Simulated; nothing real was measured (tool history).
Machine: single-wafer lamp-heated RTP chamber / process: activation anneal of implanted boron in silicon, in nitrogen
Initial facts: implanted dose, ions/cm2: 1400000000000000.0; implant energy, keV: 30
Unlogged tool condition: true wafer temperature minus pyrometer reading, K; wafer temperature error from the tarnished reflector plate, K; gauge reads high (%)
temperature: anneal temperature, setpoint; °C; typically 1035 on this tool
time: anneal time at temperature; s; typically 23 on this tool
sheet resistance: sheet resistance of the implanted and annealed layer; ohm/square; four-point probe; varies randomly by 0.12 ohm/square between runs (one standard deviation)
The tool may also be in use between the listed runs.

run   hour  temperature  time  wafers since the last listed run  wafers since the last pyrometer calibration  wafers since the reflector plate was cleaned  hours since the gauge calibration  read-back reference wafer on the same gauge, sheet resistance  sheet resistance
  1    0.0         1035    23                                 0                                          693                                          1053                              108.6                                                          76.81             77.15
  2   16.5         1044    13                               234                                          928                                          1288                              125.1                                                          76.84             77.14
  3   25.9         1044    13                               133                                         1062                                          1421                              134.5                                                          76.81             77.28
  4   38.2         1044    13                               174                                         1236                                          1596                              146.8                                                          76.82             77.20
  5   56.1         1035    16                               254                                         1491                                          1850                              164.7                                                          76.79             77.47
  6   64.6         1035    16                               120                                         1612                                          1971                              173.2                                                          76.79             77.34
  7   79.7         1035    23                               214                                         1826                                          2186                              188.3                                                          76.83             77.06
  8   96.9         1035    23                               244                                         2071                                          2430                              205.5                                                          76.76             76.73
  9  108.9         1028    23                               170                                         2241                                          2601                              217.5                                                          76.85             77.46
 10  116.4         1028    23                               106                                         2348                                          2708                              225.0                                                          76.80             77.26
 11  130.3         1035    23                               197                                         2546                                          2905                              238.9                                                          76.80             76.70
 12  141.2         1035    23                               154                                         2700                                          3060                              249.8                                                          76.82             76.63
 13  164.9         1035    23                               336                                         3037                                          3397                              273.5                                                          76.85             76.60
 14  182.6         1035    23                               251                                         3289                                          3649                              291.2                                                          76.87             76.56
 15  189.7         1035    23                               100                                         3390                                          3749                              298.3                                                          76.83             76.73
 16  200.9         1035    23                               159                                         3549                                          3909                              309.5                                                          76.81             76.30
 17  212.9         1035    23                               170                                         3720                                          4079                              321.5                                                          76.79             76.34
 18  224.4         1046    36                               163                                         3883                                          4243                              333.0                                                          76.80             75.38
     239.7  -- reflector plate cleaned
     245.0  -- pyrometer window cleaned and pyrometer calibrated
 19  245.5         1056    31                               110                                            6                                             6                              354.1                                                          76.80             75.41
 20  245.9         1022    35                                 5                                           12                                            12                              354.5                                                          76.78             77.81
 21  280.0         1035    23                               484                                          497                                           497                              388.6                                                          76.77             77.38
 22  291.6         1046    32                               164                                          661                                           661                              400.2                                                          76.79             75.81
 23  301.1         1046    13                               135                                          796                                           796                              409.7                                                          76.83             76.99
 24  313.5         1055    10                               176                                          973                                           973                              422.1                                                          76.82             77.12
 25  325.4         1047    28                               169                                         1142                                          1142                              434.0                                                          76.83             76.01
 26  342.7         1050    35                               245                                         1388                                          1388                              451.3                                                          76.77             75.77
 27  360.4         1044    30                               251                                         1639                                          1639                              469.0                                                          76.80             76.17
     361.4  -- gauge calibrated
 28  372.6         1035    23                               173                                         1813                                          1813                               11.2                                                          76.78             77.18
 29  386.2         1048    15                               193                                         2006                                          2006                               24.8                                                          76.81             76.60
 30  398.3         1021    17                               171                                         2178                                          2178                               36.9                                                          76.81             78.23
 31  413.0         1035    23                               208                                         2387                                          2387                               51.6                                                          76.83             76.89
 32  426.0         1014    16                               184                                         2572                                          2572                               64.6                                                          76.72             78.82
 33  432.8         1035    23                                96                                         2668                                          2668                               71.4                                                          76.79             76.64
 34  447.3         1047    13                               206                                         2874                                          2874                               85.9                                                          76.83             76.80
 35  459.3         1012    17                               170                                         3045                                          3045                               97.9                                                          76.83             79.00

Hidden state, per run?
gauge reads high (%): 0 on each run
H1: true wafer temperature minus pyrometer reading, K
H2: wafer temperature error from the tarnished reflector plate, K
run    H1     H2
  1   1.3   2.42
  2   1.5   2.76
  3  1.65   2.95
  4  1.87    3.2
  5  2.24   3.57
  6  2.44   3.75
  7  2.84   4.06
  8  3.36   4.41
  9  3.76   4.66
 10  4.02   4.81
 11  4.55   5.09
 12  4.98   5.32
 13  6.03    5.8
 14  6.89   6.17
 15  7.26   6.31
 16  7.85   6.54
 17  8.53   6.79
 18   9.2   7.03
 19  1.82  0.992
 20  1.82      1
 21  1.95    1.7
 22  2.06   1.94
 23  2.16   2.13
 24  2.33   2.39
 25  2.53   2.63
 26  2.86   2.99
 27  3.28   3.35
 28   3.6    3.6
 29     4   3.88
 30  4.39   4.13
 31   4.9   4.43
 32   5.4    4.7
 33  5.67   4.84
 34  6.29   5.13
 35  6.84   5.38
